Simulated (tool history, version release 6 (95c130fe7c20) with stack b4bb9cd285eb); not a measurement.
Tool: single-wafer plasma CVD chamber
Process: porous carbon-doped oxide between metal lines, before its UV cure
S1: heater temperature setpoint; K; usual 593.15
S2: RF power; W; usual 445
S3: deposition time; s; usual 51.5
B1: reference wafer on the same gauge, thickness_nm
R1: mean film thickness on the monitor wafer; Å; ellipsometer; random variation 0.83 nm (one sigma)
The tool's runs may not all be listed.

run 1 hour=0.0 | S1=593.15 S2=445 S3=44.4 | B1=272.024 | R1=1993.81
run 2 hour=27.1 | S1=593.15 S2=445 S3=44.4 | B1=272.059 | R1=1998.74
run 3 hour=49.8 | S1=593.15 S2=385 S3=56.3 | B1=271.837 | R1=2232.70
run 4 hour=73.4 | S1=593.15 S2=385 S3=56.3 | B1=271.920 | R1=2219.87
run 5 hour=104.5 | S1=593.15 S2=385 S3=56.3 | B1=272.164 | R1=2222.93
run 6 hour=136.5 | S1=593.15 S2=445 S3=51.5 | B1=272.050 | R1=2295.98
run 7 hour=167.4 | S1=593.15 S2=445 S3=51.5 | B1=272.087 | R1=2303.16
run 8 hour=190.0 | S1=593.15 S2=445 S3=51.5 | B1=272.010 | R1=2293.84
run 9 hour=204.5 | S1=593.15 S2=445 S3=51.5 | B1=271.799 | R1=2301.15
run 10 hour=238.3 | S1=593.15 S2=445 S3=51.5 | B1=271.900 | R1=2282.97
run 11 hour=271.2 | S1=593.15 S2=445 S3=51.5 | B1=271.920 | R1=2315.57

The next listed run, before its measurement:
-- hour=285.6 RF generator calibrated
-- hour=297.3 thermocouple changed; heater temperature recalibrated
run 12 hour=306.2 | S1=587.15 S2=445 S3=51.5 | B1=? | R1=?

{"run 12": {"B1": 272.09, "R1": 2367.02}}
Without the tool's hidden state the same run would have given R1 2367.02 Å.
